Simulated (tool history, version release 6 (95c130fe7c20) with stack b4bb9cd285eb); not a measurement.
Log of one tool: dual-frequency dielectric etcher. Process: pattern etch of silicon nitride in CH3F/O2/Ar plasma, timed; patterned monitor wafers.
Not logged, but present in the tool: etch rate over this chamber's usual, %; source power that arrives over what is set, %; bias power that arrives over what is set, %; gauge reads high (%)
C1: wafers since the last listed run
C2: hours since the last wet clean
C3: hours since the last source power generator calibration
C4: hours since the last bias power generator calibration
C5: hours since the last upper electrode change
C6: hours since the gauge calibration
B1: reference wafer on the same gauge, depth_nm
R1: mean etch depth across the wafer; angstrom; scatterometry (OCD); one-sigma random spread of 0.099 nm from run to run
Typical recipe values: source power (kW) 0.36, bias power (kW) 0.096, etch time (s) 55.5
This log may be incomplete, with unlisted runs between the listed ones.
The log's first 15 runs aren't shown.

{"run": 16, "hour": 800.6, "source power (kW)": 0.33, "bias power (kW)": 0.096, "etch time (s)": 69, "C1": 713, "C2": 412.5, "C3": 285.6, "C4": 2278.6, "C5": 3045.1, "C6": 550.9, "B1": 35.41, "R1": 511.5}
{"run": 17, "hour": 850.6, "source power (kW)": 0.36, "bias power (kW)": 0.096, "etch time (s)": 55.5, "C1": 680, "C2": 462.5, "C3": 335.6, "C4": 2328.6, "C5": 3095.1, "C6": 600.9, "B1": 35.45, "R1": 425}
{"hour": 895.6, "done": "wet clean of the chamber"}
{"run": 18, "hour": 1006.9, "source power (kW)": 0.39, "bias power (kW)": 0.104, "etch time (s)": 55.5, "C1": 1801, "C2": 111.3, "C3": 491.9, "C4": 2484.9, "C5": 3251.4, "C6": 757.2, "B1": 35.5, "R1": 452}
{"run": 19, "hour": 1047.8, "source power (kW)": 0.44, "bias power (kW)": 0.103, "etch time (s)": 68, "C1": 556, "C2": 152.2, "C3": 532.8, "C4": 2525.8, "C5": 3292.3, "C6": 798.1, "B1": 35.47, "R1": 578.4}
{"run": 20, "hour": 1117.8, "source power (kW)": 0.43, "bias power (kW)": 0.115, "etch time (s)": 46, "C1": 953, "C2": 222.2, "C3": 602.8, "C4": 2595.8, "C5": 3362.3, "C6": 868.1, "B1": 35.56, "R1": 405.5}
{"hour": 1123.9, "done": "bias power generator calibrated"}
{"run": 21, "hour": 1172.2, "source power (kW)": 0.36, "bias power (kW)": 0.096, "etch time (s)": 55.5, "C1": 686, "C2": 276.6, "C3": 657.2, "C4": 48.3, "C5": 3416.7, "C6": 922.5, "B1": 35.51, "R1": 426.9}
{"hour": 1199.6, "done": "upper electrode replaced"}
{"run": 22, "hour": 1239.3, "source power (kW)": 0.41, "bias power (kW)": 0.096, "etch time (s)": 45, "C1": 586, "C2": 343.7, "C3": 724.3, "C4": 115.4, "C5": 39.7, "C6": 989.6, "B1": 35.61, "R1": 365.2}
{"run": 23, "hour": 1277.5, "source power (kW)": 0.44, "bias power (kW)": 0.096, "etch time (s)": 55.5, "C1": 520, "C2": 381.9, "C3": 762.5, "C4": 153.6, "C5": 77.9, "C6": 1027.8, "B1": 35.61, "R1": 461.2}
{"run": 24, "hour": 1313.0, "source power (kW)": 0.36, "bias power (kW)": 0.116, "etch time (s)": 55.5, "C1": 483, "C2": 417.4, "C3": 798, "C4": 189.1, "C5": 113.4, "C6": 1063.3, "B1": 35.59, "R1": 458.7}
{"run": 25, "hour": 1360.2, "source power (kW)": 0.44, "bias power (kW)": 0.089, "etch time (s)": 43, "C1": 642, "C2": 464.6, "C3": 845.2, "C4": 236.3, "C5": 160.6, "C6": 1110.5, "B1": 35.65, "R1": 347.9}
{"hour": 1412.6, "done": "wet clean of the chamber"}
{"run": 26, "hour": 1413.1, "source power (kW)": 0.36, "bias power (kW)": 0.075, "etch time (s)": 44.5, "C1": 393, "C2": 0.5, "C3": 898.1, "C4": 289.2, "C5": 213.5, "C6": 1163.4, "B1": 35.66, "R1": 314.3}
{"run": 27, "hour": 1435.5, "source power (kW)": 0.36, "bias power (kW)": 0.096, "etch time (s)": 55.5, "C1": 304, "C2": 22.9, "C3": 920.5, "C4": 311.6, "C5": 235.9, "C6": 1185.8, "B1": 35.64, "R1": 428.7}
{"run": 28, "hour": 1460.5, "source power (kW)": 0.36, "bias power (kW)": 0.109, "etch time (s)": 39, "C1": 340, "C2": 47.9, "C3": 945.5, "C4": 336.6, "C5": 260.9, "C6": 1210.8, "B1": 35.68, "R1": 316.2}
{"run": 29, "hour": 1516.8, "source power (kW)": 0.42, "bias power (kW)": 0.116, "etch time (s)": 55.5, "C1": 766, "C2": 104.2, "C3": 1001.8, "C4": 392.9, "C5": 317.2, "C6": 1267.1, "B1": 35.73, "R1": 487}
{"run": 30, "hour": 1547.8, "source power (kW)": 0.33, "bias power (kW)": 0.096, "etch time (s)": 42, "C1": 422, "C2": 135.2, "C3": 1032.8, "C4": 423.9, "C5": 348.2, "C6": 1298.1, "B1": 35.7, "R1": 314.3}
{"run": 31, "hour": 1722.6, "source power (kW)": 0.36, "bias power (kW)": 0.096, "etch time (s)": 39.5, "C1": 2379, "C2": 310, "C3": 1207.6, "C4": 598.7, "C5": 523, "C6": 1472.9, "B1": 35.87, "R1": 307.1}

Each row is a separate what-if for the run after 31, all from the same tool condition, not one after another. Results?
{"run": "A", "hour": 1723.0, "source power (kW)": 0.36, "bias power (kW)": 0.096, "etch time (s)": 50, "C1": 5, "C2": 310.4, "C3": 1208, "C4": 599.1, "C5": 523.4, "C6": 1473.3, "B1": "?", "R1": "?"}
{"run": "B", "hour": 1723.0, "source power (kW)": 0.36, "bias power (kW)": 0.096, "etch time (s)": 68, "C1": 5, "C2": 310.4, "C3": 1208, "C4": 599.1, "C5": 523.4, "C6": 1473.3, "B1": "?", "R1": "?"}
{"run": "C", "hour": 1723.0, "source power (kW)": 0.43, "bias power (kW)": 0.106, "etch time (s)": 65, "C1": 5, "C2": 310.4, "C3": 1208, "C4": 599.1, "C5": 523.4, "C6": 1473.3, "B1": "?", "R1": "?"}

run=A B1=35.87 R1=389.3
run=B B1=35.87 R1=529.4
run=C B1=35.87 R1=560.8
Stripped of hidden state, with their random variation kept, the same runs would have yielded:
run=A R1=383.3
run=B R1=521.2
run=C R1=552.1
